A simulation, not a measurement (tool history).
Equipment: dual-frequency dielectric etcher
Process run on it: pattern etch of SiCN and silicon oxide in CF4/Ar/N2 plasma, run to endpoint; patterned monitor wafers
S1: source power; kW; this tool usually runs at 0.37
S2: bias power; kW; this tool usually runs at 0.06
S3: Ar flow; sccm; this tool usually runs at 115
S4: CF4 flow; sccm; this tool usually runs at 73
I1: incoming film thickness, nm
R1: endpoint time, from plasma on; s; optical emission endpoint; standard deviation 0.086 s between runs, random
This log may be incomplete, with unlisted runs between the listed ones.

run   hour    S1     S2   S3  S4     I1    R1
  1      0  0.37   0.06  115  73   15.7  20.4
  2   28.8  0.37   0.06  115  73  15.54  21.1
  3   29.1  0.37   0.06  115  73  15.59  21.2
  4   31.3  0.37   0.06  115  73  15.63  21.2
  5   46.6  0.37   0.06  115  73  15.55  21.1
  6   81.8  0.37   0.06  115  73  15.62    21
  7   99.7  0.46  0.065  115  73  15.58  16.5
  8  132.3  0.43   0.06  115  73  15.61  16.2
  9  134.6  0.37   0.06  115  73  15.53  20.9
 10  150.9  0.45   0.06  115  73  15.53  15.1
 11    168  0.43  0.069  115  73  15.53  15.5
 12    184  0.37  0.052  115  73  15.57  21.8
 13  201.1  0.37   0.06  129  73  15.57  21.2
 14  206.5  0.37   0.06  115  73  15.64  20.8
 15  218.4  0.37   0.06  115  73  15.65  20.8
 16  233.5  0.28   0.06  129  73   15.6  38.4
 17  250.7  0.44  0.048  115  83  15.45  15.8
 18  266.5  0.37   0.06  115  73  15.68  20.7
 19  273.4  0.37  0.053  115  73  15.75  21.6
 20  280.6  0.37  0.071  115  73  15.76  19.7
 21  288.4  0.37   0.06  115  73  15.61  20.6
 22  296.2  0.37   0.06  115  73   15.6  20.5
 23  313.8  0.37   0.06  115  73  15.52  20.5

Withheld: 6 entries from between the runs. Position of each, and hidden state at the listed run before versus the listed run after:
After run 1, before run 2: wet clean of the chamber (hour 28.3)
  etch rate over this chamber's usual, %: 3.79 -> -0.164
  what was measured, less what the result would be without the hidden state, R1: -0.8 -> +0.1 s
After run 4, before run 5: Ar flow controller replaced (hour 46.1)
  etch rate over this chamber's usual, %: -0.139 -> 0.0145
  what was measured, less what the result would be without the hidden state, R1: +0 -> +0 s
After run 6, before run 7: source power generator calibrated (hour 87)
  etch rate over this chamber's usual, %: 0.368 -> 0.548
  what was measured, less what the result would be without the hidden state, R1: -0.1 -> -0.1 s
After run 7, before run 8: upper electrode replaced, of another model than before (hour 131.8)
  etch rate over this chamber's usual, %: 0.548 -> 0.876
  what was measured, less what the result would be without the hidden state, R1: -0.1 -> -0.1 s
After run 11, before run 12: bias power generator calibrated (hour 182.1)
  etch rate over this chamber's usual, %: 1.23 -> 1.4
  what was measured, less what the result would be without the hidden state, R1: -0.2 -> -0.3 s
After run 12, before run 13: CF4 flow controller replaced (hour 200.6)
  etch rate over this chamber's usual, %: 1.4 -> 1.57
  what was measured, less what the result would be without the hidden state, R1: -0.3 -> -0.4 s

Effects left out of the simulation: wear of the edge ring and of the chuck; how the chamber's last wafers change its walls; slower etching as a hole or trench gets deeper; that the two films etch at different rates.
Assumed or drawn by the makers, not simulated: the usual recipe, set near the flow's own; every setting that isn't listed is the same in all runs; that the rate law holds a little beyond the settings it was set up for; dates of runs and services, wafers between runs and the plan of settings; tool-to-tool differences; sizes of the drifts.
